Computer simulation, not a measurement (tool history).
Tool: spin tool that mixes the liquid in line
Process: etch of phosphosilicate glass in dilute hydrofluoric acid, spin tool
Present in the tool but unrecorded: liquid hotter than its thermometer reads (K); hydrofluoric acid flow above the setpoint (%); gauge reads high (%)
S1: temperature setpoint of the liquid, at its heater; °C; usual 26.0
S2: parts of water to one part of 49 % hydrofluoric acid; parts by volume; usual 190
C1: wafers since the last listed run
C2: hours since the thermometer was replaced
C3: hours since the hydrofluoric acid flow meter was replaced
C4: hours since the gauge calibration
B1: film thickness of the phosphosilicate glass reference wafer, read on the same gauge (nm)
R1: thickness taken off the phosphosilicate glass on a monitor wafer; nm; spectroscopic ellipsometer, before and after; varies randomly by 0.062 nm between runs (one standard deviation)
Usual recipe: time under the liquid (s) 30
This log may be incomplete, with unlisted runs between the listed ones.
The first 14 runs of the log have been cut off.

run 15 day=16.092 | S1=22.5 S2=190 time_under_the_liquid_(s)=30 | C1=129 C2=2045.1 C3=816.2 C4=239.4 | B1=139.99 | R1=18.84
run 16 day=16.858 | S1=26.0 S2=255 time_under_the_liquid_(s)=30 | C1=185 C2=2063.5 C3=834.6 C4=257.8 | B1=140.02 | R1=14.76
run 17 day=17.525 | S1=26.0 S2=190 time_under_the_liquid_(s)=30 | C1=161 C2=2079.5 C3=850.6 C4=273.8 | B1=139.97 | R1=21.45
run 18 day=18.946 | S1=26.0 S2=115 time_under_the_liquid_(s)=30 | C1=343 C2=2113.6 C3=884.7 C4=307.9 | B1=139.98 | R1=39.05
run 19 day=19.467 | S1=23.5 S2=215 time_under_the_liquid_(s)=45 | C1=125 C2=2126.1 C3=897.2 C4=320.4 | B1=140.04 | R1=25.15
run 20 day=20.754 | S1=26.0 S2=190 time_under_the_liquid_(s)=30 | C1=311 C2=2157.0 C3=928.1 C4=351.3 | B1=140.00 | R1=21.42
-- day=21.762 hydrofluoric acid flow meter replaced
run 21 day=21.962 | S1=26.0 S2=190 time_under_the_liquid_(s)=30 | C1=282 C2=2186.0 C3=4.8 C4=380.3 | B1=140.01 | R1=21.55
run 22 day=23.383 | S1=26.0 S2=260 time_under_the_liquid_(s)=30 | C1=343 C2=2220.1 C3=38.9 C4=414.4 | B1=140.03 | R1=14.57
run 23 day=24.867 | S1=23.0 S2=190 time_under_the_liquid_(s)=50 | C1=358 C2=2255.7 C3=74.5 C4=450.0 | B1=140.02 | R1=32.28
run 24 day=26.146 | S1=29.5 S2=190 time_under_the_liquid_(s)=30 | C1=309 C2=2286.4 C3=105.2 C4=480.7 | B1=140.04 | R1=24.56
-- day=27.542 thermometer replaced
-- day=27.671 gauge calibrated
run 25 day=27.892 | S1=26.0 S2=190 time_under_the_liquid_(s)=25 | C1=411 C2=8.4 C3=147.1 C4=5.3 | B1=140.04 | R1=16.33
run 26 day=28.408 | S1=26.0 S2=225 time_under_the_liquid_(s)=30 | C1=124 C2=20.8 C3=159.5 C4=17.7 | B1=139.97 | R1=15.91
run 27 day=28.912 | S1=23.0 S2=190 time_under_the_liquid_(s)=15 | C1=121 C2=32.9 C3=171.6 C4=29.8 | B1=140.03 | R1=8.79
run 28 day=29.729 | S1=26.0 S2=190 time_under_the_liquid_(s)=40 | C1=197 C2=52.5 C3=191.2 C4=49.4 | B1=139.99 | R1=26.27
run 29 day=30.621 | S1=26.0 S2=190 time_under_the_liquid_(s)=30 | C1=215 C2=73.9 C3=212.6 C4=70.8 | B1=139.99 | R1=19.77
run 30 day=33.862 | S1=26.0 S2=190 time_under_the_liquid_(s)=30 | C1=783 C2=151.7 C3=290.4 C4=148.6 | B1=139.99 | R1=19.77
run 31 day=34.408 | S1=26.0 S2=190 time_under_the_liquid_(s)=30 | C1=131 C2=164.8 C3=303.5 C4=161.7 | B1=139.96 | R1=19.72
run 32 day=35.783 | S1=23.5 S2=280 time_under_the_liquid_(s)=30 | C1=332 C2=197.8 C3=336.5 C4=194.7 | B1=140.05 | R1=11.17

Predict each of these 4 candidate next runs independently; none follows another, all start after run 32:
run A day=35.800 | S1=26.0 S2=190 time_under_the_liquid_(s)=15 | C1=4 C2=198.2 C3=336.9 C4=195.1 | B1=? | R1=?
run B day=35.800 | S1=26.0 S2=285 time_under_the_liquid_(s)=40 | C1=4 C2=198.2 C3=336.9 C4=195.1 | B1=? | R1=?
run C day=35.800 | S1=26.0 S2=225 time_under_the_liquid_(s)=15 | C1=4 C2=198.2 C3=336.9 C4=195.1 | B1=? | R1=?
run D day=35.800 | S1=28.5 S2=115 time_under_the_liquid_(s)=35 | C1=4 C2=198.2 C3=336.9 C4=195.1 | B1=? | R1=?

run=A B1=139.95 R1=9.91
run=B B1=139.95 R1=15.88
run=C B1=139.95 R1=8.04
run=D B1=139.95 R1=45.96
Without the tool's hidden state the same runs would have given:
run=A R1=9.74
run=B R1=15.63
run=C R1=7.91
run=D R1=45.18

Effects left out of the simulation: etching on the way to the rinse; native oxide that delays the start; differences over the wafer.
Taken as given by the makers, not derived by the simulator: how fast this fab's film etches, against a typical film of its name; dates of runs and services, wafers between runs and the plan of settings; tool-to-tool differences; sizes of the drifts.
